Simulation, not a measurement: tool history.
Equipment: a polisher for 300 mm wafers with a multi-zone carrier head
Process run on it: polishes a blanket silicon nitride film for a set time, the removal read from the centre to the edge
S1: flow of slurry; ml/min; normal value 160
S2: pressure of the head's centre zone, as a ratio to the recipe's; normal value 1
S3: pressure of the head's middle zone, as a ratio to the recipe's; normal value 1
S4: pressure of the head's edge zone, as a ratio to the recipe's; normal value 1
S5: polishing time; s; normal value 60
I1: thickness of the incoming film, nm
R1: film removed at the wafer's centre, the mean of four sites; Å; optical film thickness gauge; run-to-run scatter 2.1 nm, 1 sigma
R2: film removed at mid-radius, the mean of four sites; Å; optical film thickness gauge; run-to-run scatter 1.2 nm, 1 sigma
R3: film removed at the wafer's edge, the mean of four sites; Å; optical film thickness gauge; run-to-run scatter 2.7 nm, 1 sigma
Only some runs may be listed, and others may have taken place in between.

| run | hour | S1 | S2 | S3 | S4 | S5 | I1 | R1 | R2 | R3 |
|---|---|---|---|---|---|---|---|---|---|---|
| 1 | 0 | 160 | 0.96 | 1 | 1 | 60 | 844.4 | 1711 | 1840 | 1807 |
| 2 | 67.5 | 160 | 1 | 1 | 1 | 46 | 846.9 | 1293 | 1360 | 1375 |
| 3 | 99.8 | 160 | 1 | 1 | 1 | 60 | 846.5 | 1648 | 1717 | 1759 |
|  | 167.3 | worn pad replaced by a new one |
| 4 | 167.8 | 160 | 1 | 1 | 1 | 60 | 864.9 | 1760 | 1838 | 1865 |
| 5 | 221.2 | 160 | 1 | 1 | 1 | 60 | 840.7 | 1769 | 1825 | 1809 |
| 6 | 248.5 | 160 | 1 | 1 | 1 | 60 | 853.2 | 1753 | 1809 | 1836 |
| 7 | 293.2 | 160 | 1 | 1 | 1 | 55 | 853.8 | 1545 | 1618 | 1661 |
| 8 | 324.5 | 160 | 1 | 1 | 1 | 60 | 851.9 | 1660 | 1706 | 1750 |
| 9 | 351.1 | 160 | 1 | 1 | 1 | 60 | 842.4 | 1587 | 1663 | 1660 |
|  | 374.8 | worn pad replaced by a new one |
|  | 379.5 | slurry nozzle cleaned |
|  | 422.4 | carrier head's membrane replaced by a new one |
|  | 458.4 | centre zone pressure recalibrated |
|  | 473.2 | edge zone pressure recalibrated |
| 10 | 524.2 | 160 | 1 | 1 | 1 | 60 | 852.2 | 1804 | 1712 | 1754 |
| 11 | 564.3 | 160 | 1 | 1 | 1 | 60 | 851.8 | 1670 | 1630 | 1649 |
|  | 585.6 | worn pad replaced by a new one |
| 12 | 612.8 | 160 | 1 | 1 | 1.1 | 60 | 841.4 | 1867 | 1827 | 1942 |
| 13 | 674.8 | 160 | 1 | 1 | 1 | 60 | 861.5 | 1815 | 1793 | 1813 |
| 14 | 716.1 | 120 | 1 | 1 | 1 | 60 | 849.3 | 1602 | 1627 | 1639 |
|  | 808.9 | worn pad replaced by a new one |
| 15 | 865.3 | 160 | 1 | 1 | 0.96 | 66 | 847.1 | 2012 | 2022 | 2002 |
| 16 | 891 | 160 | 1.06 | 1 | 1 | 79 | 839.5 | 2498 | 2365 | 2454 |
| 17 | 918.3 | 160 | 1.12 | 1 | 1.07 | 48 | 851.9 | 1571 | 1443 | 1499 |
| 18 | 985.3 | 160 | 1.11 | 0.9 | 0.9 | 81 | 861.3 | 2480 | 2103 | 2223 |
| 19 | 1019.2 | 160 | 0.94 | 1 | 1.09 | 60 | 835.7 | 1502 | 1618 | 1661 |

3 ways to go on from here, each from the tool as it stands after run 19. What would each give?
| A | 1019.6 | 160 | 1.11 | 1 | 1 | 60 | 841.4 | ? | ? | ? |
| B | 1019.6 | 160 | 1 | 1 | 1.11 | 60 | 841.4 | ? | ? | ? |
| C | 1019.6 | 175 | 1 | 0.9 | 0.88 | 43 | 841.4 | ? | ? | ? |

| run | R1 | R2 | R3 |
|---|---|---|---|
| A | 1713 | 1597 | 1615 |
| B | 1541 | 1598 | 1695 |
| C | 1125 | 1067 | 1110 |
With no hidden state in the tool, these same runs would have given:
| run | R1 | R2 | R3 |
|---|---|---|---|
| A | 2086 | 1840 | 1861 |
| B | 1878 | 1840 | 1952 |
| C | 1371 | 1228 | 1279 |

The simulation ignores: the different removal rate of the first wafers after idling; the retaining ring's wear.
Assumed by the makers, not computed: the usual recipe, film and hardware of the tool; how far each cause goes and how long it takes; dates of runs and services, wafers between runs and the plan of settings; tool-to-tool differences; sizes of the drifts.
